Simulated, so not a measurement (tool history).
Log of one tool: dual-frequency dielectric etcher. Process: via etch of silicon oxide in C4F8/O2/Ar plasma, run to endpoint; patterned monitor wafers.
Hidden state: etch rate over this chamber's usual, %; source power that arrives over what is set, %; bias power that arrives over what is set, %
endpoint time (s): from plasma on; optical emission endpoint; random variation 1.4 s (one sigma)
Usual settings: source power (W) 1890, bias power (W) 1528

run     day  source power (W)  bias power (W)  wafers since the last listed run  hours since the last wet clean  hours since the last source power generator calibration  hours since the last bias power generator calibration  hours since the last upper electrode change  incoming incoming film thickness, nm  endpoint time (s)
  1   0.000              1890            1528                                 0                           309.8                                                   3164.6                                                 4776.7                                       2465.2                                1309.0              303.1
  2   1.117              1890            1528                               161                           336.6                                                   3191.4                                                 4803.5                                       2492.0                                1315.6              306.7
  3   1.912              1890            1528                               115                           355.7                                                   3210.5                                                 4822.6                                       2511.1                                1290.0              303.6
  4   2.946              2210            1528                               149                           380.5                                                   3235.3                                                 4847.4                                       2535.9                                1319.4              282.0
  5   3.575              2210            1528                                91                           395.6                                                   3250.4                                                 4862.5                                       2551.0                                1309.5              277.9
  6   4.117              2210            1528                                78                           408.6                                                   3263.4                                                 4875.5                                       2564.0                                1286.5              275.1
  7   5.383              1890            1317                               183                           439.0                                                   3293.8                                                 4905.9                                       2594.4                                1299.9              324.6
  8   6.792              1890            1317                               204                           472.8                                                   3327.6                                                 4939.7                                       2628.2                                1299.5              324.6
      8.079  -- bias power generator calibrated
      8.083  -- source power generator calibrated
  9   8.162              1890            1528                               174                           505.7                                                      1.9                                                    2.0                                       2661.1                                1293.0              305.7
 10   9.096              1530            1351                               135                           528.1                                                     24.3                                                   24.4                                       2683.5                                1309.3              373.9
 11   9.612              1480            1156                                74                           540.5                                                     36.7                                                   36.8                                       2695.9                                1297.3              404.4
     11.071  -- wet clean of the chamber
     11.142  -- upper electrode replaced
 12  11.162              2170            1687                                69                             2.2                                                     73.9                                                   74.0                                          0.5                                1302.8              262.7
 13  11.175              1890            1528                                 1                             2.5                                                     74.2                                                   74.3                                          0.8                                1317.2              294.6
 14  11.921              1750            1341                               108                            20.4                                                     92.1                                                   92.2                                         18.7                                1287.8              319.9
 15  12.879              2270            1810                               138                            43.4                                                    115.1                                                  115.2                                         41.7                                1304.4              250.6
 16  13.788              2010            1273                               131                            65.2                                                    136.9                                                  137.0                                         63.5                                1308.9              301.7
 17  15.192              2090            1415                               203                            98.9                                                    170.6                                                  170.7                                         97.2                                1309.1              288.5
 18  16.233              1890            1528                               150                           123.9                                                    195.6                                                  195.7                                        122.2                                1314.5              299.1
 19  19.133              1480            1528                               420                           193.5                                                    265.2                                                  265.3                                        191.8                                1317.0              356.3

Forecast each of these 5 alternatives for the next run:
  A  19.154              1890            1528                                 3                           194.0                                                    265.7                                                  265.8                                        192.3                                1288.9                  ?
  B  19.154              2220            1528                                 3                           194.0                                                    265.7                                                  265.8                                        192.3                                1288.9                  ?
  C  19.154              2140            1867                                 3                           194.0                                                    265.7                                                  265.8                                        192.3                                1288.9                  ?
  D  19.154              1890            1729                                 3                           194.0                                                    265.7                                                  265.8                                        192.3                                1288.9                  ?
  E  19.154              1890            1778                                 3                           194.0                                                    265.7                                                  265.8                                        192.3                                1288.9                  ?

run  endpoint time (s)
  A              296.2
  B              268.6
  C              257.1
  D              284.3
  E              281.7
Without the tool's hidden state the same runs would have given:
run  endpoint time (s)
  A              290.5
  B              263.4
  C              252.1
  D              278.9
  E              276.3

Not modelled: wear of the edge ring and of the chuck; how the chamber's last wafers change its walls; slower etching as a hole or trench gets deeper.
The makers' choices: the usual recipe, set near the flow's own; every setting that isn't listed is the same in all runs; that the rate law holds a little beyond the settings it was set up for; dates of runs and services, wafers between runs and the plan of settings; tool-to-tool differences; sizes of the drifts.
